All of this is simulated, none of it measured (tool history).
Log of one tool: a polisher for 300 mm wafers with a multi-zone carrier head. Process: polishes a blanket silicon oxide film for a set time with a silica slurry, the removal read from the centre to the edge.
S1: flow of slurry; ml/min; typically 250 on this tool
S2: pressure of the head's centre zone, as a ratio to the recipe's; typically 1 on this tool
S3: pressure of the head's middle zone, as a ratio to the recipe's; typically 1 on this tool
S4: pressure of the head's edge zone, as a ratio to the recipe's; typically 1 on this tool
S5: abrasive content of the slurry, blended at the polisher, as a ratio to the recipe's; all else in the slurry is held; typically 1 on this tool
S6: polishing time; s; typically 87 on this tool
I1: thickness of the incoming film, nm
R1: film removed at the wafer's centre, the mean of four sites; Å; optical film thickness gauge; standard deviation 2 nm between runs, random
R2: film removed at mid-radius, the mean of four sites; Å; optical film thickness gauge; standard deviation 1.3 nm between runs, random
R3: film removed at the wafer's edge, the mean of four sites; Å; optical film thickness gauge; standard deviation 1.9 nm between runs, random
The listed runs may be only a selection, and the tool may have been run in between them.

run   hour   S1    S2    S3    S4    S5   S6      I1    R1    R2    R3
  1      0  250     1     1     1     1   87    1201  1799  1810  1821
  2   15.7  250     1     1     1     1   87  1224.3  1793  1801  1777
  3   28.6  250     1     1     1     1   87  1212.1  1789  1791  1759
  4   41.5  250     1     1     1     1   87  1238.8  1730  1785  1732
  5   49.2  250     1     1     1     1   87  1221.2  1744  1755  1711
      62.5  -- worn pad replaced by a new one
      62.8  -- carrier head's membrane replaced by a new one
  6   63.3  250  0.95     1     1     1   87    1204  1789  1870  1833
  7   67.2  250  0.95     1     1     1   87  1210.9  1777  1882  1837
  8  111.4  250     1     1     1     1   87  1212.5  1791  1819  1796
  9  124.7  250     1     1     1     1   87  1209.1  1790  1822  1796
 10  137.6  250     1     1     1     1   87  1227.4  1766  1797  1779
 11  144.7  250     1     1     1     1   87  1201.9  1824  1791  1755
 12  155.1  250  0.93     1     1     1   87  1210.3  1665  1770  1763
     165.3  -- slurry nozzle cleaned
 13    170  290     1  0.92  1.07   0.8   87  1219.7  1503  1432  1533
 14  176.7  250     1     1     1     1   87    1213  1719  1744  1713
 15  187.6  250     1     1     1     1   87  1228.7  1738  1726  1742
     194.2  -- worn pad replaced by a new one
 16  196.7  250     1     1     1   1.1   87  1234.7  2036  2027  1996
     200.3  -- centre zone pressure recalibrated
     202.2  -- edge zone pressure recalibrated
 17    209  250     1     1  1.12  0.85   87  1206.2  1652  1695  1766
 18  218.8  250     1     1     1     1   87  1207.2  1892  1861  1824
 19  226.1  250     1     1  1.07     1   78  1216.8  1676  1675  1722
 20  234.4  250     1     1  1.04     1  100  1209.5  2086  2131  2154
 21  244.3  250     1     1     1     1   87  1218.3  1818  1856  1820
 22    251  280  0.96     1  0.97     1   73  1230.2  1477  1547  1497
 23    261  210  0.96     1  1.09     1   65  1232.5  1285  1338  1402

Some steps in R1 between neighbouring runs. How much of each would the tool show without its hidden state too (settings, what came in, random variation), and how much is left for the hidden state, with any gauge scatter that isn't in both results?
Hidden conditions of the tool in this case: removal rate lost through wear of the pad, %; slurry flow missing at the pad, %; deviation of the centre zone's pressure from its setpoint, %; deviation of the edge zone's pressure from its setpoint, %.
Run 5 -> 6: S2 1 -> 0.95, worn pad replaced by a new one, carrier head's membrane replaced by a new one. R1 +45 Å: hidden state +115, all else -70.
Run 15 -> 16: S5 1 -> 1.1, worn pad replaced by a new one. R1 +298 Å: hidden state +165, all else +133.
Run 16 -> 17: S4 1 -> 1.12, S5 1.1 -> 0.85, centre zone pressure recalibrated, edge zone pressure recalibrated. R1 -384 Å: hidden state -11, all else -373.
Run 19 -> 20: S4 1.07 -> 1.04, S6 78 -> 100. R1 +410 Å: hidden state -21, all else +431.
